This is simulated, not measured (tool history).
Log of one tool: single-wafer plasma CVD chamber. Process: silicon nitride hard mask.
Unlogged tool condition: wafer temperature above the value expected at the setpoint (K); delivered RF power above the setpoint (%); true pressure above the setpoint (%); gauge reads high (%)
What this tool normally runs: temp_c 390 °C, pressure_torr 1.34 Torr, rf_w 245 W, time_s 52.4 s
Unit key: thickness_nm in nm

run	hour	temp_c	pressure_torr	rf_w	time_s	wafers since the last listed run	hours since the last thermocouple change	hours since the last RF generator calibration	hours since the last manometer calibration	hours since the showerhead was replaced	hours since the gauge calibration	read-back reference wafer on the same gauge, thickness_nm	thickness_nm
1	0.0	390	1.34	245	52.4	0	985.9	825.6	2206.4	2765.0	826.5	44.921	51.085
# hour 29.1: gauge calibrated
2	85.7	390	1.34	245	52.4	1874	1071.6	911.3	2292.1	2850.7	56.6	44.895	50.785
3	118.4	390	1.34	245	58.3	715	1104.3	944.0	2324.8	2883.4	89.3	44.930	56.824
4	173.8	390	1.34	245	52.4	1211	1159.7	999.4	2380.2	2938.8	144.7	44.912	50.607
5	241.2	390	1.34	245	52.4	1473	1227.1	1066.8	2447.6	3006.2	212.1	44.842	50.769
6	271.0	390	1.34	245	57.6	651	1256.9	1096.6	2477.4	3036.0	241.9	44.937	55.646
7	331.5	390	1.34	245	57.6	1323	1317.4	1157.1	2537.9	3096.5	302.4	44.931	55.346
8	363.9	390	1.34	245	57.6	708	1349.8	1189.5	2570.3	3128.9	334.8	44.873	55.421
9	410.0	390	1.60	245	59.7	1008	1395.9	1235.6	2616.4	3175.0	380.9	44.886	62.151
10	448.9	390	1.60	245	59.7	850	1434.8	1274.5	2655.3	3213.9	419.8	44.853	61.787
11	491.7	390	1.60	245	59.7	935	1477.6	1317.3	2698.1	3256.7	462.6	44.919	61.373
# hour 502.8: capacitance manometer re-zeroed and calibrated
# hour 541.2: showerhead replaced
12	541.7	390	1.34	245	52.4	743	1527.6	1367.3	38.9	0.5	512.6	44.935	50.060
13	567.0	384	1.66	275	52.4	553	1552.9	1392.6	64.2	25.8	537.9	44.855	61.277
14	598.6	378	1.09	205	49.6	691	1584.5	1424.2	95.8	57.4	569.5	44.898	35.163
15	632.7	382	1.67	200	56.3	745	1618.6	1458.3	129.9	91.5	603.6	44.890	47.182
16	676.3	402	1.34	245	43.8	953	1662.2	1501.9	173.5	135.1	647.2	44.924	41.057
# hour 678.5: gauge calibrated
# hour 686.6: RF generator calibrated
17	722.4	377	1.34	245	52.4	833	1708.3	35.8	219.6	181.2	43.9	44.882	51.825
# hour 741.8: thermocouple changed; heater temperature recalibrated
18	792.3	390	1.34	245	56.6	1353	50.5	105.7	289.5	251.1	113.8	44.916	55.512
19	841.5	390	1.34	245	52.4	1075	99.7	154.9	338.7	300.3	163.0	44.902	51.609
20	878.3	390	1.52	245	52.4	804	136.5	191.7	375.5	337.1	199.8	44.930	54.294
21	935.0	375	1.34	205	52.4	1239	193.2	248.4	432.2	393.8	256.5	44.889	42.902
22	1004.7	390	1.34	245	52.4	1524	262.9	318.1	501.9	463.5	326.2	44.901	51.646
23	1031.2	390	1.34	245	52.4	579	289.4	344.6	528.4	490.0	352.7	44.928	51.441
24	1080.9	405	1.04	220	42.6	1086	339.1	394.3	578.1	539.7	402.4	44.936	32.206

Alternative continuations, all from the tool just after run 24; predict every row:
A	1081.3	390	1.34	245	52.4	8	339.5	394.7	578.5	540.1	402.8	?	?
B	1081.3	385	1.34	290	42.1	8	339.5	394.7	578.5	540.1	402.8	?	?
C	1081.3	390	1.34	245	47.5	8	339.5	394.7	578.5	540.1	402.8	?	?

run	read-back reference wafer on the same gauge, thickness_nm	thickness_nm
A	44.911	51.462
B	44.911	48.447
C	44.911	46.658
Stripped of hidden state, with their random variation kept, the same runs would have yielded:
run	thickness_nm
A	51.919
B	48.849
C	47.073
